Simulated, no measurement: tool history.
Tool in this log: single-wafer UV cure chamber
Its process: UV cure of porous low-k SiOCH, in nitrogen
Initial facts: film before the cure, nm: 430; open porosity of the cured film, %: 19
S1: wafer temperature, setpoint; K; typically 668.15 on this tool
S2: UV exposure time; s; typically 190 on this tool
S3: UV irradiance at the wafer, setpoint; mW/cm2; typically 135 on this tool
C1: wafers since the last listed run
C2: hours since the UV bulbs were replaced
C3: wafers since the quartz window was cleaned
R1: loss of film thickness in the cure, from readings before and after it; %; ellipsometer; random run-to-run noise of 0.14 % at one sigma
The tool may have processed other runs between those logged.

run 1 day=0.000 | S1=668.15 S2=190 S3=135 | C1=0 C2=1007.8 C3=1799 | R1=11.742
run 2 day=1.825 | S1=668.15 S2=190 S3=135 | C1=329 C2=1051.6 C3=2128 | R1=11.734
run 3 day=3.750 | S1=668.15 S2=190 S3=135 | C1=347 C2=1097.8 C3=2476 | R1=11.377
run 4 day=6.892 | S1=682.15 S2=190 S3=135 | C1=567 C2=1173.2 C3=3043 | R1=11.946
run 5 day=11.004 | S1=682.15 S2=190 S3=135 | C1=742 C2=1271.9 C3=3786 | R1=12.240
run 6 day=13.904 | S1=668.15 S2=190 S3=147 | C1=523 C2=1341.5 C3=4310 | R1=12.346
-- day=14.650 quartz window cleaned
run 7 day=15.796 | S1=656.15 S2=190 S3=135 | C1=281 C2=1386.9 C3=207 | R1=11.632
run 8 day=19.692 | S1=668.15 S2=190 S3=135 | C1=703 C2=1480.4 C3=910 | R1=11.726
run 9 day=22.704 | S1=668.15 S2=190 S3=135 | C1=544 C2=1552.7 C3=1454 | R1=11.731
run 10 day=24.675 | S1=668.15 S2=190 S3=135 | C1=355 C2=1600.0 C3=1810 | R1=11.681
run 11 day=27.867 | S1=674.15 S2=190 S3=162 | C1=576 C2=1676.6 C3=2387 | R1=12.312
run 12 day=31.633 | S1=674.15 S2=190 S3=162 | C1=680 C2=1767.0 C3=3067 | R1=12.841
run 13 day=33.325 | S1=668.15 S2=190 S3=125 | C1=305 C2=1807.6 C3=3373 | R1=11.370
run 14 day=36.533 | S1=668.15 S2=190 S3=125 | C1=579 C2=1884.6 C3=3952 | R1=11.388
-- day=37.142 quartz window cleaned
run 15 day=38.183 | S1=668.15 S2=190 S3=135 | C1=237 C2=1924.2 C3=187 | R1=11.831
run 16 day=42.471 | S1=668.15 S2=190 S3=135 | C1=774 C2=2027.1 C3=962 | R1=11.693
run 17 day=46.129 | S1=668.15 S2=150 S3=135 | C1=660 C2=2114.9 C3=1623 | R1=10.579
run 18 day=48.212 | S1=668.15 S2=150 S3=135 | C1=376 C2=2164.9 C3=1999 | R1=10.492
run 19 day=51.271 | S1=668.15 S2=150 S3=135 | C1=552 C2=2238.3 C3=2551 | R1=10.757
run 20 day=54.483 | S1=668.15 S2=85 S3=165 | C1=580 C2=2315.4 C3=3131 | R1=9.002
run 21 day=56.558 | S1=685.15 S2=300 S3=175 | C1=374 C2=2365.2 C3=3506 | R1=15.008
run 22 day=59.708 | S1=659.15 S2=125 S3=174 | C1=568 C2=2440.8 C3=4075 | R1=10.736
-- day=60.396 quartz window cleaned
run 23 day=61.946 | S1=674.15 S2=285 S3=135 | C1=343 C2=2494.5 C3=280 | R1=13.880
run 24 day=65.196 | S1=668.15 S2=140 S3=125 | C1=586 C2=2572.5 C3=867 | R1=10.093
-- day=66.475 UV bulbs replaced
run 25 day=73.321 | S1=653.15 S2=255 S3=135 | C1=1407 C2=164.3 C3=2274 | R1=12.612
run 26 day=75.962 | S1=668.15 S2=190 S3=135 | C1=477 C2=227.7 C3=2751 | R1=11.598
run 27 day=79.354 | S1=668.15 S2=190 S3=168 | C1=612 C2=309.1 C3=3364 | R1=12.547
-- day=83.162 quartz window cleaned
run 28 day=83.350 | S1=658.15 S2=190 S3=110 | C1=661 C2=405.0 C3=34 | R1=10.815
run 29 day=87.608 | S1=649.15 S2=295 S3=173 | C1=769 C2=507.2 C3=803 | R1=14.800
run 30 day=90.904 | S1=652.15 S2=275 S3=135 | C1=595 C2=586.3 C3=1398 | R1=13.134
run 31 day=93.871 | S1=668.15 S2=190 S3=135 | C1=535 C2=657.5 C3=1934 | R1=11.645
run 32 day=96.421 | S1=668.15 S2=190 S3=135 | C1=460 C2=718.7 C3=2394 | R1=11.614
run 33 day=99.704 | S1=686.15 S2=90 S3=119 | C1=593 C2=797.5 C3=2987 | R1=8.109

What does the tool deliver on the next run?
run 34 day=102.725 | S1=656.15 S2=190 S3=135 | C1=545 C2=870.0 C3=3533 | R1=?

{"run 34": {"R1": 11.288}}
Without the tool's hidden state the same run would have given R1 11.288 %.
